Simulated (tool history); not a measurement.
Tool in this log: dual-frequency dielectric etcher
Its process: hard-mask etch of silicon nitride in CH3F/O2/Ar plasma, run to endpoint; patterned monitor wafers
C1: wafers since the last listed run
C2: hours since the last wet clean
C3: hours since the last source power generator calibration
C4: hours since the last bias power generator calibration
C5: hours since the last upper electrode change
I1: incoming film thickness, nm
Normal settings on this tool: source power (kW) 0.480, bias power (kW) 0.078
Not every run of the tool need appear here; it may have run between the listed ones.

run 1 hour=0.0 | source_power_(kW)=0.440 bias_power_(kW)=0.092 | C1=0 C2=29.8 C3=3058.6 C4=2202.0 C5=4061.0 | I1=51.2 | endpoint_time_(s)=59.2
run 2 hour=37.3 | source_power_(kW)=0.520 bias_power_(kW)=0.089 | C1=627 C2=67.1 C3=3095.9 C4=2239.3 C5=4098.3 | I1=51.0 | endpoint_time_(s)=54.2
run 3 hour=99.1 | source_power_(kW)=0.520 bias_power_(kW)=0.089 | C1=1040 C2=128.9 C3=3157.7 C4=2301.1 C5=4160.1 | I1=50.8 | endpoint_time_(s)=54.8
run 4 hour=138.1 | source_power_(kW)=0.520 bias_power_(kW)=0.089 | C1=656 C2=167.9 C3=3196.7 C4=2340.1 C5=4199.1 | I1=50.7 | endpoint_time_(s)=55.3
run 5 hour=162.7 | source_power_(kW)=0.410 bias_power_(kW)=0.065 | C1=414 C2=192.5 C3=3221.3 C4=2364.7 C5=4223.7 | I1=51.1 | endpoint_time_(s)=73.3
run 6 hour=195.3 | source_power_(kW)=0.410 bias_power_(kW)=0.065 | C1=548 C2=225.1 C3=3253.9 C4=2397.3 C5=4256.3 | I1=50.6 | endpoint_time_(s)=71.6
run 7 hour=262.4 | source_power_(kW)=0.480 bias_power_(kW)=0.078 | C1=1129 C2=292.2 C3=3321.0 C4=2464.4 C5=4323.4 | I1=51.3 | endpoint_time_(s)=62.3
run 8 hour=296.8 | source_power_(kW)=0.480 bias_power_(kW)=0.078 | C1=579 C2=326.6 C3=3355.4 C4=2498.8 C5=4357.8 | I1=51.4 | endpoint_time_(s)=63.4
run 9 hour=338.6 | source_power_(kW)=0.480 bias_power_(kW)=0.078 | C1=703 C2=368.4 C3=3397.2 C4=2540.6 C5=4399.6 | I1=51.2 | endpoint_time_(s)=63.1
-- hour=380.5 bias power generator calibrated
-- hour=411.5 wet clean of the chamber
run 10 hour=412.0 | source_power_(kW)=0.480 bias_power_(kW)=0.090 | C1=764 C2=0.5 C3=3470.6 C4=31.5 C5=4473.0 | I1=51.2 | endpoint_time_(s)=56.4
-- hour=446.7 upper electrode replaced
run 11 hour=455.9 | source_power_(kW)=0.480 bias_power_(kW)=0.090 | C1=334 C2=44.4 C3=3514.5 C4=75.4 C5=9.2 | I1=51.2 | endpoint_time_(s)=57.1
run 12 hour=499.6 | source_power_(kW)=0.480 bias_power_(kW)=0.073 | C1=735 C2=88.1 C3=3558.2 C4=119.1 C5=52.9 | I1=51.1 | endpoint_time_(s)=62.6
run 13 hour=565.3 | source_power_(kW)=0.520 bias_power_(kW)=0.060 | C1=1105 C2=153.8 C3=3623.9 C4=184.8 C5=118.6 | I1=51.9 | endpoint_time_(s)=67.4
run 14 hour=591.1 | source_power_(kW)=0.450 bias_power_(kW)=0.094 | C1=434 C2=179.6 C3=3649.7 C4=210.6 C5=144.4 | I1=51.5 | endpoint_time_(s)=58.5
run 15 hour=643.1 | source_power_(kW)=0.520 bias_power_(kW)=0.061 | C1=875 C2=231.6 C3=3701.7 C4=262.6 C5=196.4 | I1=51.6 | endpoint_time_(s)=67.3
-- hour=671.5 source power generator calibrated
run 16 hour=672.1 | source_power_(kW)=0.480 bias_power_(kW)=0.078 | C1=420 C2=260.6 C3=0.6 C4=291.6 C5=225.4 | I1=51.2 | endpoint_time_(s)=61.8
run 17 hour=735.9 | source_power_(kW)=0.480 bias_power_(kW)=0.067 | C1=1074 C2=324.4 C3=64.4 C4=355.4 C5=289.2 | I1=51.3 | endpoint_time_(s)=68.0
run 18 hour=769.9 | source_power_(kW)=0.480 bias_power_(kW)=0.078 | C1=572 C2=358.4 C3=98.4 C4=389.4 C5=323.2 | I1=51.3 | endpoint_time_(s)=62.5
run 19 hour=827.7 | source_power_(kW)=0.400 bias_power_(kW)=0.067 | C1=972 C2=416.2 C3=156.2 C4=447.2 C5=381.0 | I1=51.3 | endpoint_time_(s)=74.1
run 20 hour=881.9 | source_power_(kW)=0.370 bias_power_(kW)=0.090 | C1=912 C2=470.4 C3=210.4 C4=501.4 C5=435.2 | I1=51.2 | endpoint_time_(s)=66.8
run 21 hour=945.3 | source_power_(kW)=0.480 bias_power_(kW)=0.078 | C1=1067 C2=533.8 C3=273.8 C4=564.8 C5=498.6 | I1=50.8 | endpoint_time_(s)=63.2
-- hour=974.9 wet clean of the chamber
run 22 hour=1017.1 | source_power_(kW)=0.390 bias_power_(kW)=0.066 | C1=804 C2=42.2 C3=345.6 C4=636.6 C5=570.4 | I1=51.5 | endpoint_time_(s)=72.4

Alternative continuations, all from the tool just after run 22; predict every row:
run A hour=1017.5 | source_power_(kW)=0.480 bias_power_(kW)=0.078 | C1=6 C2=42.6 C3=346.0 C4=637.0 C5=570.8 | I1=50.8 | endpoint_time_(s)=?
run B hour=1017.5 | source_power_(kW)=0.410 bias_power_(kW)=0.062 | C1=6 C2=42.6 C3=346.0 C4=637.0 C5=570.8 | I1=50.8 | endpoint_time_(s)=?
run C hour=1017.5 | source_power_(kW)=0.430 bias_power_(kW)=0.067 | C1=6 C2=42.6 C3=346.0 C4=637.0 C5=570.8 | I1=50.8 | endpoint_time_(s)=?

run=A endpoint_time_(s)=60.1
run=B endpoint_time_(s)=72.1
run=C endpoint_time_(s)=67.9
Stripped of hidden state, with their random variation kept, the same runs would have yielded:
run=A endpoint_time_(s)=60.2
run=B endpoint_time_(s)=72.2
run=C endpoint_time_(s)=68.0
